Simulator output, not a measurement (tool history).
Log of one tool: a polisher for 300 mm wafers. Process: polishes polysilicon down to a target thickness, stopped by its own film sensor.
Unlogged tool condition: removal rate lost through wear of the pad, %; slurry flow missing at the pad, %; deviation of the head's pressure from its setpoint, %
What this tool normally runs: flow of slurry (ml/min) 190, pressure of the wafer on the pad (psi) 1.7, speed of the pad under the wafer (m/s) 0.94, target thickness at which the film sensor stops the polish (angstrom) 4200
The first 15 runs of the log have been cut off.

| run | hour | flow of slurry (ml/min) | pressure of the wafer on the pad (psi) | speed of the pad under the wafer (m/s) | target thickness at which the film sensor stops the polish (angstrom) | wafers since the last listed run | wafers polished on this pad | hours since the slurry nozzle was cleaned | hours since the head pressure was calibrated | incoming thickness of the incoming film, nm | time until the film sensor stopped the polish (s) |
|---|---|---|---|---|---|---|---|---|---|---|---|
| 16 | 413.1 | 190 | 1.7 | 0.94 | 4200 | 361 | 1098 | 713.6 | 747.5 | 835.6 | 106.1 |
|  | 418.2 | slurry nozzle cleaned |
| 17 | 447.2 | 190 | 1.7 | 0.94 | 4200 | 336 | 1434 | 29.0 | 781.6 | 842.4 | 110.6 |
| 18 | 482.0 | 245 | 1.5 | 0.74 | 4200 | 353 | 1788 | 63.8 | 816.4 | 846.8 | 139.8 |
|  | 498.7 | worn pad replaced by a new one |
| 19 | 502.1 | 190 | 1.7 | 0.94 | 2760 | 163 | 35 | 83.9 | 836.5 | 843.3 | 140.8 |
|  | 507.6 | head pressure recalibrated |
| 20 | 514.9 | 145 | 1.7 | 0.94 | 4200 | 109 | 144 | 96.7 | 7.3 | 836.5 | 99.7 |
| 21 | 540.3 | 190 | 1.7 | 0.94 | 4200 | 258 | 403 | 122.1 | 32.7 | 846.1 | 101.3 |
| 22 | 559.3 | 190 | 1.7 | 0.70 | 5530 | 193 | 596 | 141.1 | 51.7 | 828.9 | 79.2 |
| 23 | 577.0 | 190 | 1.7 | 0.94 | 4200 | 179 | 776 | 158.8 | 69.4 | 859.0 | 104.2 |
|  | 680.3 | worn pad replaced by a new one |
| 24 | 680.8 | 125 | 1.7 | 0.76 | 4790 | 1014 | 5 | 262.6 | 173.2 | 837.4 | 101.1 |
| 25 | 711.0 | 190 | 1.7 | 0.94 | 4200 | 307 | 312 | 292.8 | 203.4 | 834.7 | 97.2 |
| 26 | 725.2 | 130 | 1.3 | 1.14 | 4680 | 144 | 456 | 307.0 | 217.6 | 843.5 | 95.6 |
| 27 | 749.0 | 190 | 1.7 | 1.08 | 3030 | 241 | 698 | 330.8 | 241.4 | 835.9 | 117.0 |
| 28 | 772.2 | 190 | 1.7 | 0.94 | 4200 | 235 | 934 | 354.0 | 264.6 | 835.3 | 99.4 |
| 29 | 803.0 | 240 | 1.7 | 1.10 | 4930 | 313 | 1247 | 384.8 | 295.4 | 847.0 | 75.1 |
| 30 | 827.7 | 145 | 1.3 | 0.94 | 3180 | 251 | 1498 | 409.5 | 320.1 | 835.4 | 153.3 |
| 31 | 855.5 | 225 | 1.4 | 0.74 | 3800 | 282 | 1781 | 437.3 | 347.9 | 837.9 | 149.2 |
| 32 | 884.2 | 135 | 1.4 | 1.18 | 3200 | 291 | 2072 | 466.0 | 376.6 | 843.6 | 127.1 |
|  | 892.4 | worn pad replaced by a new one |
| 33 | 903.6 | 190 | 1.7 | 1.02 | 4820 | 156 | 114 | 485.4 | 396.0 | 846.1 | 80.8 |
| 34 | 938.2 | 190 | 1.5 | 0.94 | 3470 | 351 | 465 | 520.0 | 430.6 | 844.4 | 130.6 |
| 35 | 969.3 | 165 | 1.7 | 0.80 | 4200 | 316 | 781 | 551.1 | 461.7 | 842.2 | 117.8 |

Below are 5 alternative next runs, each starting from the tool's condition after run 35. Predict each:
| A | 969.8 | 190 | 1.7 | 0.94 | 4200 | 5 | 787 | 551.6 | 462.2 | 830.8 | ? |
| B | 969.8 | 215 | 2.2 | 1.16 | 5640 | 5 | 787 | 551.6 | 462.2 | 830.8 | ? |
| C | 969.8 | 235 | 2.2 | 1.04 | 5180 | 5 | 787 | 551.6 | 462.2 | 830.8 | ? |
| D | 969.8 | 190 | 1.7 | 0.94 | 5160 | 5 | 787 | 551.6 | 462.2 | 830.8 | ? |
| E | 969.8 | 230 | 1.7 | 0.94 | 4660 | 5 | 787 | 551.6 | 462.2 | 830.8 | ? |

| run | time until the film sensor stopped the polish (s) |
|---|---|
| A | 101.9 |
| B | 47.0 |
| C | 59.4 |
| D | 78.1 |
| E | 89.1 |
Had the tool no hidden state, the same runs would have come out as:
| run | time until the film sensor stopped the polish (s) |
|---|---|
| A | 95.3 |
| B | 44.0 |
| C | 55.6 |
| D | 73.1 |
| E | 83.3 |
